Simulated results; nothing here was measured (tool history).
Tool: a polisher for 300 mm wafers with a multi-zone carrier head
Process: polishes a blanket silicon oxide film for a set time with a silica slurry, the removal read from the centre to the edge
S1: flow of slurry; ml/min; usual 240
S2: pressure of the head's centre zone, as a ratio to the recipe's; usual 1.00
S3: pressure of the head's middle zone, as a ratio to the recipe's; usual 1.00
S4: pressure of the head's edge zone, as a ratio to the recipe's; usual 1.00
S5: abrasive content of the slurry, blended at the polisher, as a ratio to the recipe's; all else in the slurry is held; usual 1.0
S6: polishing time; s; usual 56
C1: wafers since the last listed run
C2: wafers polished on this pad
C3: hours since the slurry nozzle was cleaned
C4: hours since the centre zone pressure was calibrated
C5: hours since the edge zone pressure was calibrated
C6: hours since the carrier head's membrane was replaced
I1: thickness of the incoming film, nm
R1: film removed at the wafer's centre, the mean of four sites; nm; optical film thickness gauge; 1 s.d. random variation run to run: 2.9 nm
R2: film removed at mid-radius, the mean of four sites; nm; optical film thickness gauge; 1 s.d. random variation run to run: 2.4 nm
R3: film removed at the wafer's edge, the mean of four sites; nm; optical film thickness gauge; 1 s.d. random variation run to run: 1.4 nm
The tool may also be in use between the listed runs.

{"run": 1, "day": 0.0, "S1": 240, "S2": 1.0, "S3": 1.0, "S4": 1.0, "S5": 1.0, "S6": 61, "C1": 0, "C2": 216, "C3": 549.8, "C4": 454.3, "C5": 1342.7, "C6": 386.0, "I1": 1244.1, "R1": 205.5, "R2": 211.2, "R3": 207.8}
{"run": 2, "day": 2.35, "S1": 270, "S2": 1.0, "S3": 0.95, "S4": 0.9, "S5": 1.0, "S6": 36, "C1": 540, "C2": 756, "C3": 606.2, "C4": 510.7, "C5": 1399.1, "C6": 442.4, "I1": 1243.3, "R1": 125.2, "R2": 118.0, "R3": 114.9}
{"run": 3, "day": 4.238, "S1": 240, "S2": 1.0, "S3": 1.09, "S4": 1.0, "S5": 1.0, "S6": 72, "C1": 433, "C2": 1190, "C3": 651.5, "C4": 556.0, "C5": 1444.4, "C6": 487.7, "I1": 1238.0, "R1": 241.0, "R2": 255.3, "R3": 239.6}
{"day": 4.542, "done": "edge zone pressure recalibrated"}
{"day": 7.021, "done": "centre zone pressure recalibrated"}
{"run": 4, "day": 7.042, "S1": 300, "S2": 1.0, "S3": 1.0, "S4": 1.0, "S5": 1.0, "S6": 56, "C1": 606, "C2": 1796, "C3": 718.8, "C4": 0.5, "C5": 60.0, "C6": 555.0, "I1": 1219.9, "R1": 187.0, "R2": 185.9, "R3": 185.9}
{"run": 5, "day": 8.421, "S1": 240, "S2": 0.92, "S3": 1.0, "S4": 1.0, "S5": 1.0, "S6": 37, "C1": 317, "C2": 2113, "C3": 751.9, "C4": 33.6, "C5": 93.1, "C6": 588.1, "I1": 1236.7, "R1": 110.4, "R2": 117.8, "R3": 118.5}
{"run": 6, "day": 10.483, "S1": 240, "S2": 1.0, "S3": 1.0, "S4": 1.0, "S5": 1.0, "S6": 56, "C1": 474, "C2": 2587, "C3": 801.4, "C4": 83.1, "C5": 142.6, "C6": 637.6, "I1": 1239.7, "R1": 174.2, "R2": 174.0, "R3": 175.2}
{"day": 12.417, "done": "slurry nozzle cleaned"}
{"run": 7, "day": 13.083, "S1": 265, "S2": 1.04, "S3": 1.09, "S4": 1.05, "S5": 1.0, "S6": 56, "C1": 588, "C2": 3175, "C3": 16.0, "C4": 145.5, "C5": 205.0, "C6": 700.0, "I1": 1252.7, "R1": 177.1, "R2": 186.7, "R3": 173.5}
{"run": 8, "day": 14.371, "S1": 240, "S2": 1.0, "S3": 0.9, "S4": 1.0, "S5": 1.0, "S6": 56, "C1": 295, "C2": 3471, "C3": 46.9, "C4": 176.4, "C5": 235.9, "C6": 730.9, "I1": 1240.9, "R1": 169.9, "R2": 153.4, "R3": 168.9}
{"run": 9, "day": 16.725, "S1": 240, "S2": 1.0, "S3": 1.0, "S4": 1.0, "S5": 1.0, "S6": 43, "C1": 541, "C2": 4013, "C3": 103.4, "C4": 232.9, "C5": 292.4, "C6": 787.4, "I1": 1228.4, "R1": 125.5, "R2": 127.7, "R3": 125.5}
{"day": 17.283, "done": "worn pad replaced by a new one"}
{"run": 10, "day": 18.262, "S1": 240, "S2": 1.0, "S3": 0.95, "S4": 1.0, "S5": 1.0, "S6": 56, "C1": 315, "C2": 224, "C3": 140.3, "C4": 269.8, "C5": 329.3, "C6": 824.3, "I1": 1252.0, "R1": 189.8, "R2": 186.4, "R3": 193.4}
{"run": 11, "day": 20.917, "S1": 265, "S2": 1.04, "S3": 1.09, "S4": 1.05, "S5": 1.0, "S6": 56, "C1": 610, "C2": 834, "C3": 204.0, "C4": 333.5, "C5": 393.0, "C6": 888.0, "I1": 1256.3, "R1": 196.1, "R2": 204.0, "R3": 195.7}
{"run": 12, "day": 22.05, "S1": 240, "S2": 1.0, "S3": 1.0, "S4": 1.0, "S5": 1.0, "S6": 46, "C1": 260, "C2": 1095, "C3": 231.2, "C4": 360.7, "C5": 420.2, "C6": 915.2, "I1": 1237.1, "R1": 157.2, "R2": 153.1, "R3": 153.1}
{"day": 22.271, "done": "carrier head's membrane replaced by a new one"}
{"run": 13, "day": 24.371, "S1": 240, "S2": 1.0, "S3": 1.0, "S4": 1.0, "S5": 1.0, "S6": 43, "C1": 485, "C2": 1580, "C3": 286.9, "C4": 416.4, "C5": 475.9, "C6": 50.4, "I1": 1224.7, "R1": 139.5, "R2": 141.7, "R3": 141.5}
{"run": 14, "day": 26.292, "S1": 265, "S2": 0.96, "S3": 1.0, "S4": 1.0, "S5": 1.0, "S6": 56, "C1": 441, "C2": 2022, "C3": 333.0, "C4": 462.5, "C5": 522.0, "C6": 96.5, "I1": 1236.0, "R1": 180.1, "R2": 181.8, "R3": 180.9}
{"run": 15, "day": 29.283, "S1": 240, "S2": 1.0, "S3": 0.91, "S4": 1.0, "S5": 1.0, "S6": 46, "C1": 687, "C2": 2709, "C3": 404.8, "C4": 534.3, "C5": 593.8, "C6": 168.3, "I1": 1263.7, "R1": 143.8, "R2": 131.3, "R3": 142.1}
{"run": 16, "day": 30.7, "S1": 290, "S2": 1.0, "S3": 1.0, "S4": 0.94, "S5": 1.2, "S6": 56, "C1": 325, "C2": 3035, "C3": 438.8, "C4": 568.3, "C5": 627.8, "C6": 202.3, "I1": 1235.2, "R1": 190.7, "R2": 194.5, "R3": 181.9}
{"day": 31.142, "done": "worn pad replaced by a new one"}
{"run": 17, "day": 32.45, "S1": 240, "S2": 1.0, "S3": 0.91, "S4": 1.0, "S5": 1.0, "S6": 56, "C1": 363, "C2": 300, "C3": 480.8, "C4": 610.3, "C5": 669.8, "C6": 244.3, "I1": 1237.4, "R1": 186.9, "R2": 175.9, "R3": 189.1}
{"run": 18, "day": 35.208, "S1": 240, "S2": 1.0, "S3": 1.0, "S4": 1.08, "S5": 1.0, "S6": 56, "C1": 634, "C2": 934, "C3": 547.0, "C4": 676.5, "C5": 736.0, "C6": 310.5, "I1": 1230.0, "R1": 192.0, "R2": 187.1, "R3": 193.6}
{"run": 19, "day": 36.317, "S1": 285, "S2": 1.0, "S3": 1.0, "S4": 1.0, "S5": 1.0, "S6": 46, "C1": 254, "C2": 1189, "C3": 573.6, "C4": 703.1, "C5": 762.6, "C6": 337.1, "I1": 1241.8, "R1": 151.6, "R2": 155.8, "R3": 152.5}
{"day": 37.35, "done": "centre zone pressure recalibrated"}
{"run": 20, "day": 38.45, "S1": 240, "S2": 1.0, "S3": 1.0, "S4": 1.0, "S5": 1.0, "S6": 56, "C1": 471, "C2": 1660, "C3": 624.8, "C4": 26.4, "C5": 813.8, "C6": 388.3, "I1": 1215.7, "R1": 178.0, "R2": 179.2, "R3": 179.3}
{"run": 21, "day": 39.954, "S1": 300, "S2": 0.91, "S3": 1.0, "S4": 0.97, "S5": 1.3, "S6": 56, "C1": 345, "C2": 2006, "C3": 660.9, "C4": 62.5, "C5": 849.9, "C6": 424.4, "I1": 1231.3, "R1": 186.5, "R2": 203.7, "R3": 199.8}

Forecast each of these 4 alternatives for the next run:
{"run": "A", "day": 39.971, "S1": 240, "S2": 1.0, "S3": 1.0, "S4": 1.0, "S5": 1.0, "S6": 56, "C1": 3, "C2": 2010, "C3": 661.3, "C4": 62.9, "C5": 850.3, "C6": 424.8, "I1": 1241.2, "R1": "?", "R2": "?", "R3": "?"}
{"run": "B", "day": 39.971, "S1": 240, "S2": 1.0, "S3": 1.0, "S4": 1.0, "S5": 1.0, "S6": 49, "C1": 3, "C2": 2010, "C3": 661.3, "C4": 62.9, "C5": 850.3, "C6": 424.8, "I1": 1241.2, "R1": "?", "R2": "?", "R3": "?"}
{"run": "C", "day": 39.971, "S1": 195, "S2": 1.09, "S3": 1.0, "S4": 0.95, "S5": 1.0, "S6": 56, "C1": 3, "C2": 2010, "C3": 661.3, "C4": 62.9, "C5": 850.3, "C6": 424.8, "I1": 1241.2, "R1": "?", "R2": "?", "R3": "?"}
{"run": "D", "day": 39.971, "S1": 240, "S2": 1.1, "S3": 1.0, "S4": 1.0, "S5": 1.0, "S6": 68, "C1": 3, "C2": 2010, "C3": 661.3, "C4": 62.9, "C5": 850.3, "C6": 424.8, "I1": 1241.2, "R1": "?", "R2": "?", "R3": "?"}

run=A R1=178.6 R2=177.0 R3=179.2
run=B R1=156.3 R2=154.9 R3=156.8
run=C R1=185.5 R2=172.7 R3=171.7
run=D R1=233.0 R2=214.8 R3=217.6
Without the tool's hidden state the same runs would have given:
run=A R1=198.4 R2=196.6 R3=199.0
run=B R1=173.6 R2=172.0 R3=174.1
run=C R1=206.0 R2=191.8 R3=190.7
run=D R1=258.8 R2=238.6 R3=241.7
